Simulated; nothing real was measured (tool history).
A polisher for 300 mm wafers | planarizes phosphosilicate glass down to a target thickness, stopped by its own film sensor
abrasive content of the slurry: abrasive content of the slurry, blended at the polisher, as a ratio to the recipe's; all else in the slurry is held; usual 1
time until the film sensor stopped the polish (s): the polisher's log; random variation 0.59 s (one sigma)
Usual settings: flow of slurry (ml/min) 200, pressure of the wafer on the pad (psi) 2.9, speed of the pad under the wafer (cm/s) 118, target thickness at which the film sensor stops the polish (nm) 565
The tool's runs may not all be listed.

run   hour  flow of slurry (ml/min)  pressure of the wafer on the pad (psi)  speed of the pad under the wafer (cm/s)  abrasive content of the slurry  target thickness at which the film sensor stops the polish (nm)  incoming thickness of the incoming film, nm  time until the film sensor stopped the polish (s)
  1      0                      200                                     2.9                                      118                               1                                                              565                                       1118.9                                               58.2
      71.6  -- worn pad replaced by a new one
     103.2  -- slurry blender recalibrated
  2  106.9                      200                                     2.9                                      118                               1                                                              565                                       1154.1                                               61.1
     136.1  -- conditioning disc replaced and pad reconditioned
     162.6  -- slurry nozzle cleaned
  3    172                      200                                     2.9                                      118                               1                                                              565                                       1121.8                                                 58
  4  263.1                      200                                     2.9                                      118                               1                                                              565                                       1144.6                                               60.8
       268  -- worn pad replaced by a new one
  5  352.5                      200                                     2.9                                      118                               1                                                              565                                       1129.1                                               58.9
     417.9  -- slurry nozzle cleaned
     423.9  -- slurry blender recalibrated
  6  424.4                      200                                     3.2                                      118                               1                                                              565                                       1123.9                                               52.6
     460.2  -- worn pad replaced by a new one
     492.7  -- conditioning disc replaced and pad reconditioned
  7  515.9                      200                                     3.2                                      118                               1                                                              565                                       1146.7                                               54.8
  8  562.8                      170                                       2                                      118                               1                                                              515                                       1133.5                                               95.1
     654.5  -- worn pad replaced by a new one
  9  661.4                      200                                     2.9                                      118                               1                                                              565                                       1130.1                                               59.3
     684.4  -- slurry nozzle cleaned
 10  759.4                      175                                     2.5                                      118                             0.8                                                              565                                       1134.7                                               78.6
     782.3  -- slurry blender recalibrated
     819.4  -- conditioning disc replaced and pad reconditioned
     837.4  -- head pressure recalibrated
     839.7  -- worn pad replaced by a new one
 11  840.2                      200                                     3.7                                      118                               1                                                              565                                       1134.9                                               46.9
     888.4  -- slurry nozzle cleaned
 12  901.3                      200                                     2.9                                      148                               1                                                              565                                       1150.3                                               52.6
 13  937.4                      200                                     2.9                                      118                            0.85                                                              565                                       1137.2                                               65.8
 14   1016                      200                                     2.9                                      118                               1                                                              565                                       1133.5                                                 59

Run 15 comes next. What will it give?
     1026.1  -- worn pad replaced by a new one
     1073.8  -- slurry blender recalibrated
 15  1088.4                      200                                     2.9                                       88                               1                                                              565                                       1113.5                                                  ?

{"run 15": {"time until the film sensor stopped the polish (s)": 70.6}}
Without the tool's hidden state the same run would have given time until the film sensor stopped the polish (s) 70.6.
